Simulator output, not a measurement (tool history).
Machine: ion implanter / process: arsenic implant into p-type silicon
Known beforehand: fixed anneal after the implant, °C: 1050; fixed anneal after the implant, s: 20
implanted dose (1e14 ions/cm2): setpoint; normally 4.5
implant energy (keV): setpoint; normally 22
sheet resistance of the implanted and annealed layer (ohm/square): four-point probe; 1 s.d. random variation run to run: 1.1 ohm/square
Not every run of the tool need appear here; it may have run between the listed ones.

run     day  implanted dose (1e14 ions/cm2)  implant energy (keV)  wafers since the last listed run  hours since the last dose calibration  hours since the extraction supply was calibrated  hours since the gauge calibration  read-back reference wafer on the same gauge, sheet resistance  sheet resistance of the implanted and annealed layer (ohm/square)
  1       0                            3.43                    25                                 0                                 1568.6                                              4102                              366.8                                                         184.93                                                             234.77
  2    1.45                            3.43                    25                               787                                 1603.4                                            4136.8                              401.6                                                         184.98                                                             235.16
  3   2.717                             4.5                  18.5                               687                                 1633.8                                            4167.2                                432                                                         184.79                                                             198.62
  4   3.592                             4.5                  18.5                               475                                 1654.8                                            4188.2                                453                                                         184.74                                                             198.11
  5   4.675                            3.82                    25                               588                                 1680.8                                            4214.2                                479                                                         184.92                                                             218.61
  6   5.721                            3.82                    25                               567                                 1705.9                                            4239.3                              504.1                                                         184.84                                                             218.68
  7   6.317                             4.5                    22                               323                                 1720.2                                            4253.6                              518.4                                                          184.8                                                             194.19
  8  10.812                             4.5                    22                              2441                                 1828.1                                            4361.5                              626.3                                                         184.88                                                             194.84
  9  11.504                             4.5                    22                               375                                 1844.7                                            4378.1                              642.9                                                         185.03                                                             195.47
 10  12.508                            3.66                    22                               545                                 1868.8                                            4402.2                                667                                                         185.16                                                             226.59
 11  13.583                             4.5                    22                               583                                 1894.6                                              4428                              692.8                                                         185.05                                                             193.95
 12  14.179                            4.94                    22                               323                                 1908.9                                            4442.3                              707.1                                                         185.25                                                             179.57
 13  15.262                            4.94                    22                               588                                 1934.9                                            4468.3                              733.1                                                         185.48                                                             180.38
 14  16.117                             4.5                    22                               463                                 1955.4                                            4488.8                              753.6                                                         184.82                                                             192.31
     16.558  -- gauge calibrated
 15  17.558                             4.5                    22                               782                                   1990                                            4523.4                                 24                                                         185.18                                                             193.65
 16  21.225                            4.13                    26                              1991                                   2078                                            4611.4                                112                                                         185.05                                                             202.51
 17  22.362                            5.45                  16.5                               617                                 2105.3                                            4638.7                              139.3                                                         185.16                                                             171.41
 18  23.017                            4.85                    16                               355                                   2121                                            4654.4                                155                                                         185.31                                                             188.58
 19  24.462                             4.5                    22                               785                                 2155.7                                            4689.1                              189.7                                                         184.82                                                             193.72
     25.754  -- Faraday cup replaced and dose calibrated
 20  25.796                             4.5                    22                               543                                      1                                            4721.1                              221.7                                                         185.02                                                             192.99
     27.212  -- extraction supply calibrated
 21  30.062                            5.82                  26.5                              2136                                  103.4                                              68.4                              324.1                                                         185.01                                                             155.47
 22  31.042                             4.5                    28                               531                                  126.9                                              91.9                              347.6                                                            185                                                             187.68
 23  31.867                            4.12                  15.5                               448                                  146.7                                             111.7                              367.4                                                         184.74                                                             213.01
 24   32.55                             4.5                    22                               371                                  163.1                                             128.1                              383.8                                                         185.22                                                             193.18
 25  33.554                            4.91                  18.5                               545                                  187.2                                             152.2                              407.9                                                         185.12                                                             184.45
 26  34.675                            3.36                    29                               608                                  214.1                                             179.1                              434.8                                                         184.64                                                             236.76
 27  35.729                             4.5                    22                               572                                  239.4                                             204.4                              460.1                                                         184.95                                                             193.77

For each entry between runs, how does the tool's hidden state at the last listed run before it compare with that at the first listed run after it?
Between runs 14 and 15: gauge calibrated (day 16.558)
  no hidden state differs between the two runs
Between runs 19 and 20: Faraday cup replaced and dose calibrated (day 25.754)
  no hidden state differs between the two runs
Between runs 20 and 21: extraction supply calibrated (day 27.212)
  no hidden state differs between the two runs
